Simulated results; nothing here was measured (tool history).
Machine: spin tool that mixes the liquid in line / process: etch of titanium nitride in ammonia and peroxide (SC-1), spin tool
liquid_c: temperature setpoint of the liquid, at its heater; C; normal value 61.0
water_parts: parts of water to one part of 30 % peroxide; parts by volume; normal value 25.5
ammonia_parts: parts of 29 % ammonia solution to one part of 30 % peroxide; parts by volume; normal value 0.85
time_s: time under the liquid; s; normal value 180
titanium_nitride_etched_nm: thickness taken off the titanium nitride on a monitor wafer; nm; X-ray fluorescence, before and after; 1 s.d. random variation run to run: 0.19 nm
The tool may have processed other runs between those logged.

run    hour  liquid_c  water_parts  ammonia_parts  time_s  wafers since the last listed run  hours since the thermometer was replaced  hours since the ammonia flow meter was replaced  hours since the heated supply line was repaired  hours since the drum of ammonia solution was connected  hours since the gauge calibration  read-back film thickness of the titanium nitride reference wafer, read on the same gauge (nm)  titanium_nitride_etched_nm
  1     0.0      61.0         25.5           0.85     180                                 0                                    1268.0                                            226.4                                           1068.1                                                   342.3                             1688.3                                                                                          40.01                       28.50
  2    57.0      61.0         25.5           1.00     180                               430                                    1325.0                                            283.4                                           1125.1                                                   399.3                             1745.3                                                                                          40.01                       29.10
  3    83.2      67.0         13.5           0.85     250                               197                                    1351.2                                            309.6                                           1151.3                                                   425.5                             1771.5                                                                                          40.01                       80.59
  4   109.7      61.0         25.5           0.85     180                               200                                    1377.7                                            336.1                                           1177.8                                                   452.0                             1798.0                                                                                          40.00                       27.82
      117.2  -- new drum of ammonia solution connected
  5   144.0      61.0         34.5           0.85     220                               251                                    1412.0                                            370.4                                           1212.1                                                    26.8                             1832.3                                                                                          40.03                       29.65
  6   190.7      61.0         25.5           0.85     180                               352                                    1458.7                                            417.1                                           1258.8                                                    73.5                             1879.0                                                                                          40.00                       28.51
  7   224.0      61.0         25.5           0.85     220                               251                                    1492.0                                            450.4                                           1292.1                                                   106.8                             1912.3                                                                                          40.05                       34.69
      230.1  -- thermometer replaced
  8   252.1      61.0         25.5           0.85     180                               204                                      22.0                                            478.5                                           1320.2                                                   134.9                             1940.4                                                                                          40.01                       28.59
  9   323.9      65.5         25.5           0.85     180                               542                                      93.8                                            550.3                                           1392.0                                                   206.7                             2012.2                                                                                          40.00                       37.15
 10   360.7      54.0         25.5           0.45     180                               278                                     130.6                                            587.1                                           1428.8                                                   243.5                             2049.0                                                                                          39.97                       15.81
 11   401.0      54.5         32.5           1.05     235                               304                                     170.9                                            627.4                                           1469.1                                                   283.8                             2089.3                                                                                          40.00                       21.65
 12   466.5      61.0         16.5           0.85     180                               494                                     236.4                                            692.9                                           1534.6                                                   349.3                             2154.8                                                                                          40.01                       35.68
 13   511.6      61.0         14.0           0.50     260                               340                                     281.5                                            738.0                                           1579.7                                                   394.4                             2199.9                                                                                          40.00                       51.62
      513.0  -- gauge calibrated
      549.5  -- new drum of ammonia solution connected
 14   571.2      61.0         34.5           0.85     180                               442                                     341.1                                            797.6                                           1639.3                                                    21.7                               58.2                                                                                          39.98                       24.04
      683.4  -- ammonia flow meter replaced
 15   703.0      66.5         25.5           0.70     260                               988                                     472.9                                             19.6                                           1771.1                                                   153.5                              190.0                                                                                          40.00                       56.03
 16   766.4      61.0         25.5           0.85     180                               479                                     536.3                                             83.0                                           1834.5                                                   216.9                              253.4                                                                                          40.00                       28.17
      771.1  -- heated supply line repaired
 17   803.9      66.5         25.5           0.85     240                               275                                     573.8                                            120.5                                             32.8                                                   254.4                              290.9                                                                                          40.03                       53.71
 18   923.5      61.0         25.5           0.85     180                               903                                     693.4                                            240.1                                            152.4                                                   374.0                              410.5                                                                                          39.99                       27.74
      944.5  -- new drum of ammonia solution connected
 19   972.9      52.5         29.0           0.60     240                               365                                     742.8                                            289.5                                            201.8                                                    28.4                              459.9                                                                                          40.03                       18.62
 20  1040.6      58.5         25.5           1.05     180                               511                                     810.5                                            357.2                                            269.5                                                    96.1                              527.6                                                                                          39.97                       24.78
 21  1102.9      61.0         25.5           0.65     180                               470                                     872.8                                            419.5                                            331.8                                                   158.4                              589.9                                                                                          40.00                       26.75
 22  1150.4      56.5         20.5           1.20     220                               358                                     920.3                                            467.0                                            379.3                                                   205.9                              637.4                                                                                          39.98                       30.42
 23  1219.0      61.0         25.5           0.70      90                               518                                     988.9                                            535.6                                            447.9                                                   274.5                              706.0                                                                                          40.01                       13.63

Across each entry between runs, compare the hidden state at the last listed run before it with the hidden state at the first listed run after it:
In the gap between runs 4 and 5: new drum of ammonia solution connected (hour 117.2)
  ammonia solution weaker than its label (%): 13.3 -> 0.747
  what was measured, less what the result would be without the hidden state, titanium_nitride_etched_nm: -0.73 -> -0.04 nm
In the gap between runs 7 and 8: thermometer replaced (hour 230.1)
  ammonia solution weaker than its label (%): 2.94 -> 3.71
  what was measured, less what the result would be without the hidden state, titanium_nitride_etched_nm: -0.19 -> -0.19 nm
In the gap between runs 13 and 14: gauge calibrated (hour 513.0); new drum of ammonia solution connected (hour 549.5)
  ammonia solution weaker than its label (%): 10.8 -> 2.17
  what was measured, less what the result would be without the hidden state, titanium_nitride_etched_nm: -1.09 -> -0.10 nm
In the gap between runs 14 and 15: ammonia flow meter replaced (hour 683.4)
  ammonia solution weaker than its label (%): 2.17 -> 5.79
  what was measured, less what the result would be without the hidden state, titanium_nitride_etched_nm: -0.10 -> -0.62 nm
In the gap between runs 16 and 17: heated supply line repaired (hour 771.1)
  ammonia solution weaker than its label (%): 7.52 -> 8.55
  what was measured, less what the result would be without the hidden state, titanium_nitride_etched_nm: -0.40 -> -0.88 nm
In the gap between runs 18 and 19: new drum of ammonia solution connected (hour 944.5)
  ammonia solution weaker than its label (%): 11.8 -> 1.89
  what was measured, less what the result would be without the hidden state, titanium_nitride_etched_nm: -0.64 -> -0.07 nm
